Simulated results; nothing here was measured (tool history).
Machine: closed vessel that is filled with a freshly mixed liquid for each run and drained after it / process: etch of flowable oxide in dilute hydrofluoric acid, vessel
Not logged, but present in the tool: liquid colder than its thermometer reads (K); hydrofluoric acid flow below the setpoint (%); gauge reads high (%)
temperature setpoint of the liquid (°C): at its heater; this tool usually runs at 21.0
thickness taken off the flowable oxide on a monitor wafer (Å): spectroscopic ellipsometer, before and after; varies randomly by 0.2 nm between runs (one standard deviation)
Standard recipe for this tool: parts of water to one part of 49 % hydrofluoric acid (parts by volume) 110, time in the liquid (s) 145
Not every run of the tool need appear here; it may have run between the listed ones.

run,day,temperature setpoint of the liquid (°C),parts of water to one part of 49 % hydrofluoric acid (parts by volume),time in the liquid (s),wafers since the last listed run,hours since the thermometer was replaced,hours since the hydrofluoric acid flow meter was replaced,hours since the gauge calibration,"read-back film thickness of the flowable oxide reference wafer, read on the same gauge (nm)",thickness taken off the flowable oxide on a monitor wafer (Å)
1,0.000,21.0,110,145,0,80.8,674.4,113.1,50.01,286.9
2,3.558,21.0,110,145,6895,166.2,759.8,198.5,49.98,291.3
3,5.571,21.0,110,145,3900,214.5,808.1,246.8,50.01,290.1
4,8.108,18.0,110,145,4917,275.4,869.0,307.7,49.99,253.3
5,12.104,23.5,110,145,7743,371.3,964.9,403.6,50.01,317.4
6,14.808,21.0,110,145,5240,436.2,1029.8,468.5,49.98,287.4
7,16.704,21.0,110,145,3674,481.7,1075.3,514.0,50.01,285.0
8,18.896,21.0,110,145,4247,534.3,1127.9,566.6,50.01,287.2
9,20.779,25.0,110,175,3649,579.5,1173.1,611.8,50.01,404.8
10,22.842,19.5,85,90,3997,629.0,1222.6,661.3,50.01,222.8
11,27.008,25.5,150,120,8074,729.0,1322.6,761.3,50.00,197.7
12,31.012,17.0,150,105,7759,825.1,1418.7,857.4,50.01,125.1
13,34.662,18.5,75,65,7073,912.7,1506.3,945.0,49.99,175.2
14,38.446,21.0,155,220,7331,1003.5,1597.1,1035.8,50.01,292.8
15,42.608,21.0,165,225,8066,1103.4,1697.0,1135.7,50.02,279.2
16,44.754,17.5,60,145,4158,1154.9,1748.5,1187.2,50.00,479.2
# day 47.446: hydrofluoric acid flow meter replaced
17,48.854,18.0,150,90,7864,1253.3,33.8,1285.6,50.01,113.0
18,50.783,19.5,65,190,3738,1299.6,80.1,1331.9,49.98,637.4
19,54.662,22.5,110,145,7517,1392.7,173.2,1425.0,50.00,308.8
20,57.408,17.0,55,80,5321,1458.6,239.1,1490.9,50.01,286.2
21,60.450,23.5,55,170,5894,1531.6,312.1,1563.9,49.99,792.4

What will run 22 give?
22,64.338,21.0,110,200,7533,1624.9,405.4,1657.2,?,?

read-back film thickness of the flowable oxide reference wafer, read on the same gauge (nm): 50.00
thickness taken off the flowable oxide on a monitor wafer (Å): 400.6
The same run, on a tool lacking any hidden state, would have yielded thickness taken off the flowable oxide on a monitor wafer (Å) 404.8.

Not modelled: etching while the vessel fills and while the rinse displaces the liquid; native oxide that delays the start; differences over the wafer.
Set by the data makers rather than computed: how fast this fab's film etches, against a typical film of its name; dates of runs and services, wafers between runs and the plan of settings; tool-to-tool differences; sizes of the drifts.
